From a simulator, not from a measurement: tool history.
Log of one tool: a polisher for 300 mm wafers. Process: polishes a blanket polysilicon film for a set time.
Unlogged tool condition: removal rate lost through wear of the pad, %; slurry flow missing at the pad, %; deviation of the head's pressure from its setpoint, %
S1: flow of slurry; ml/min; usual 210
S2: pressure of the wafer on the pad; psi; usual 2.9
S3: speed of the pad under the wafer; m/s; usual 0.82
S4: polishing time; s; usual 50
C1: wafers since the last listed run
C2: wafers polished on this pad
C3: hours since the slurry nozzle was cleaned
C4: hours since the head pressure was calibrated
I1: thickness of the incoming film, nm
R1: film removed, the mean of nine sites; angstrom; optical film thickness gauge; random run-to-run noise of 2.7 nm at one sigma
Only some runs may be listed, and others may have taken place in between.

| run | hour | S1 | S2 | S3 | S4 | C1 | C2 | C3 | C4 | I1 | R1 |
|---|---|---|---|---|---|---|---|---|---|---|---|
| 1 | 0.0 | 210 | 2.9 | 0.82 | 50 | 0 | 930 | 44.3 | 30.0 | 961.4 | 4128 |
| 2 | 21.6 | 210 | 2.9 | 0.82 | 50 | 156 | 1086 | 65.9 | 51.6 | 958.0 | 4109 |
| 3 | 36.0 | 210 | 3.4 | 0.98 | 50 | 104 | 1190 | 80.3 | 66.0 | 978.7 | 5299 |
| 4 | 54.1 | 210 | 3.4 | 0.98 | 50 | 130 | 1321 | 98.4 | 84.1 | 973.4 | 5182 |
|  | 111.6 | worn pad replaced by a new one |
| 5 | 143.3 | 210 | 2.9 | 0.82 | 50 | 615 | 229 | 187.6 | 173.3 | 966.3 | 4278 |
| 6 | 171.7 | 210 | 2.9 | 0.82 | 50 | 205 | 434 | 216.0 | 201.7 | 961.5 | 4200 |
| 7 | 190.2 | 155 | 2.9 | 0.82 | 50 | 133 | 568 | 234.5 | 220.2 | 954.5 | 4002 |
| 8 | 212.3 | 210 | 2.9 | 0.82 | 50 | 159 | 727 | 256.6 | 242.3 | 946.1 | 4193 |
| 9 | 226.7 | 210 | 2.9 | 0.82 | 50 | 104 | 831 | 271.0 | 256.7 | 970.1 | 4152 |
| 10 | 250.8 | 210 | 2.9 | 0.82 | 50 | 174 | 1005 | 295.1 | 280.8 | 960.0 | 4133 |
| 11 | 280.2 | 210 | 2.9 | 0.82 | 50 | 212 | 1218 | 324.5 | 310.2 | 961.4 | 4069 |
| 12 | 306.0 | 210 | 2.9 | 0.82 | 50 | 186 | 1404 | 350.3 | 336.0 | 966.8 | 3958 |
|  | 320.2 | worn pad replaced by a new one |
| 13 | 331.3 | 210 | 2.9 | 0.82 | 50 | 153 | 80 | 375.6 | 361.3 | 945.6 | 4240 |
| 14 | 365.3 | 210 | 2.9 | 0.82 | 50 | 245 | 325 | 409.6 | 395.3 | 954.7 | 4153 |
|  | 381.9 | head pressure recalibrated |
| 15 | 400.8 | 210 | 2.9 | 0.82 | 50 | 242 | 567 | 445.1 | 18.9 | 965.1 | 4113 |
|  | 420.6 | slurry nozzle cleaned |
| 16 | 427.9 | 210 | 3.6 | 0.82 | 57 | 188 | 756 | 7.3 | 46.0 | 958.7 | 5700 |
| 17 | 450.8 | 210 | 2.9 | 0.56 | 43 | 165 | 921 | 30.2 | 68.9 | 962.3 | 2800 |
| 18 | 479.1 | 250 | 2.9 | 0.82 | 50 | 204 | 1126 | 58.5 | 97.2 | 959.6 | 4206 |

Run 19 comes next. What will it give?
| 19 | 509.1 | 185 | 3.8 | 0.82 | 65 | 216 | 1342 | 88.5 | 127.2 | 948.6 | ? |

R1: 6312 angstrom
If the tool had no hidden condition, the same run with the same run-to-run variation would have returned R1 6666 angstrom.
